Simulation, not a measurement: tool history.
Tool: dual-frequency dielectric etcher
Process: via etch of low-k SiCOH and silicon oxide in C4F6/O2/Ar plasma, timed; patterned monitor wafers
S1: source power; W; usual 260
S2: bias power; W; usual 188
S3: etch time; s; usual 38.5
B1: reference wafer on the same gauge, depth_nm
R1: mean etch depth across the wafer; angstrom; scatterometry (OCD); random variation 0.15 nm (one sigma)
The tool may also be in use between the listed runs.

run 1 hour=0 | S1=260 S2=153 S3=32 | B1=90.9 | R1=585
run 2 hour=91.8 | S1=260 S2=153 S3=32 | B1=90.9 | R1=584
run 3 hour=141 | S1=260 S2=153 S3=32 | B1=90.9 | R1=582
-- hour=178.5 wet clean of the chamber
run 4 hour=242.3 | S1=260 S2=188 S3=38.5 | B1=90.9 | R1=780
run 5 hour=289.9 | S1=260 S2=188 S3=38.5 | B1=90.8 | R1=778
run 6 hour=392.7 | S1=260 S2=188 S3=38.5 | B1=90.9 | R1=776
run 7 hour=437 | S1=260 S2=188 S3=33.5 | B1=90.9 | R1=672
run 8 hour=491.4 | S1=260 S2=188 S3=33.5 | B1=90.9 | R1=674
run 9 hour=564.7 | S1=260 S2=188 S3=33.5 | B1=90.9 | R1=670
-- hour=626.9 source power generator calibrated
-- hour=630 wet clean of the chamber
run 10 hour=630.5 | S1=260 S2=188 S3=33 | B1=90.9 | R1=663
-- hour=679.5 gauge calibrated
run 11 hour=698.3 | S1=260 S2=188 S3=33 | B1=90.9 | R1=662
run 12 hour=768.3 | S1=260 S2=188 S3=38.5 | B1=91 | R1=767
run 13 hour=852 | S1=260 S2=188 S3=38.5 | B1=90.9 | R1=765
-- hour=911.2 upper electrode replaced
run 14 hour=911.7 | S1=260 S2=188 S3=38.5 | B1=90.9 | R1=763
-- hour=922.3 bias power generator calibrated
run 15 hour=966.6 | S1=310 S2=208 S3=38.5 | B1=90.9 | R1=835
-- hour=993 wet clean of the chamber
run 16 hour=1036.7 | S1=260 S2=188 S3=38.5 | B1=90.9 | R1=779
run 17 hour=1142.7 | S1=300 S2=159 S3=35.5 | B1=90.9 | R1=692
run 18 hour=1191.6 | S1=260 S2=155 S3=38.5 | B1=90.9 | R1=707
run 19 hour=1372.5 | S1=200 S2=159 S3=33 | B1=90.9 | R1=563
-- hour=1454.1 wet clean of the chamber
run 20 hour=1460.8 | S1=230 S2=156 S3=49 | B1=90.9 | R1=884
run 21 hour=1534 | S1=260 S2=230 S3=46.5 | B1=90.9 | R1=1018
run 22 hour=1589.7 | S1=260 S2=188 S3=50 | B1=90.9 | R1=1004
run 23 hour=1657.2 | S1=260 S2=146 S3=38.5 | B1=90.9 | R1=692
run 24 hour=1716.9 | S1=310 S2=208 S3=38.5 | B1=90.9 | R1=843
run 25 hour=1797.8 | S1=260 S2=188 S3=27 | B1=90.9 | R1=534
run 26 hour=1887.4 | S1=260 S2=167 S3=38.5 | B1=90.9 | R1=721
-- hour=1931.3 wet clean of the chamber
run 27 hour=1953.8 | S1=260 S2=171 S3=38.5 | B1=90.9 | R1=750

5 ways to go on from here, each from the tool as it stands after run 27. What would each give?
run A hour=1954.2 | S1=260 S2=188 S3=38.5 | B1=? | R1=?
run B hour=1954.2 | S1=210 S2=144 S3=43 | B1=? | R1=?
run C hour=1954.2 | S1=280 S2=172 S3=28 | B1=? | R1=?
run D hour=1954.2 | S1=260 S2=209 S3=38.5 | B1=? | R1=?
run E hour=1954.2 | S1=310 S2=188 S3=38.5 | B1=? | R1=?

run=A B1=90.9 R1=782
run=B B1=90.9 R1=732
run=C B1=90.9 R1=559
run=D B1=90.9 R1=818
run=E B1=90.9 R1=824
Without the tool's hidden state the same runs would have given:
run=A R1=775
run=B R1=726
run=C R1=555
run=D R1=811
run=E R1=817

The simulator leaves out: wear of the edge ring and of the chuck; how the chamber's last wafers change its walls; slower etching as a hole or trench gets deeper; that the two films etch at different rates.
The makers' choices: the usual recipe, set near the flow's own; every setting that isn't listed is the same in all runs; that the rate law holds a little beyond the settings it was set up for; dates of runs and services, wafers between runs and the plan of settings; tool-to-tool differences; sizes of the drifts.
